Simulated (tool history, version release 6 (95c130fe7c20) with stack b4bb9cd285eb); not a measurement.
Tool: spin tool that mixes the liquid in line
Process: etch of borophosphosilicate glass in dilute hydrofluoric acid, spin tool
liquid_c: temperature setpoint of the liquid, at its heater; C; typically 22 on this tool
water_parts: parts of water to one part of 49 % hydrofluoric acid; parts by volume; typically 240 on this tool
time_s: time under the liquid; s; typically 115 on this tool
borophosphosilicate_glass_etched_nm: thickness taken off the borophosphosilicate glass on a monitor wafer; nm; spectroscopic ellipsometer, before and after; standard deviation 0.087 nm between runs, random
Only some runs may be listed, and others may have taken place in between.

run	hour	liquid_c	water_parts	time_s	wafers since the last listed run	hours since the thermometer was replaced	hours since the hydrofluoric acid flow meter was replaced	hours since the gauge calibration	read-back film thickness of the borophosphosilicate glass reference wafer, read on the same gauge (nm)	borophosphosilicate_glass_etched_nm
1	0	22	240	155	0	1745.6	634.8	843	50	29.66
2	88.5	22	180	115	636	1834.1	723.3	931.5	50	31.31
3	196.2	22	180	115	774	1941.8	831	1039.2	50.01	31.46
4	275.7	22	180	115	571	2021.3	910.5	1118.7	50.01	31.71
# hour 317.4: gauge calibrated
5	372.2	22	240	160	694	2117.8	1007	54.8	49.98	31.39
6	425.4	22	240	160	382	2171	1060.2	108	50	31.39
# hour 454: thermometer replaced
7	512	22	195	115	615	58	1146.8	194.6	49.99	26.65
8	599.4	22	240	115	628	145.4	1234.2	282	50	20.59
9	661.7	23.5	120	115	448	207.7	1296.5	344.3	50	49.99
10	723.2	17.5	150	160	442	269.2	1358	405.8	50	42.11
# hour 725.8: hydrofluoric acid flow meter replaced
11	777.2	22	240	60	381	323.2	51.4	459.8	50.01	10.87
12	839.4	22	240	175	447	385.4	113.6	522	50.01	31.77
13	931.3	26.5	310	115	660	477.3	205.5	613.9	50.01	17.71
14	1036.3	22	350	175	755	582.3	310.5	718.9	50	19.81

Below are 3 alternative next runs, each starting from the tool's condition after run 14. Predict each:
A	1036.7	24.5	240	115	2	582.7	310.9	719.3	?	?
B	1036.7	19	270	165	2	582.7	310.9	719.3	?	?
C	1036.7	18.5	360	160	2	582.7	310.9	719.3	?	?

run	read-back film thickness of the borophosphosilicate glass reference wafer, read on the same gauge (nm)	borophosphosilicate_glass_etched_nm
A	50	23.05
B	50	23.37
C	50	15.43
With the hidden condition removed and each run's random variation left untouched, the same runs would have given:
run	borophosphosilicate_glass_etched_nm
A	22.44
B	22.72
C	15.02
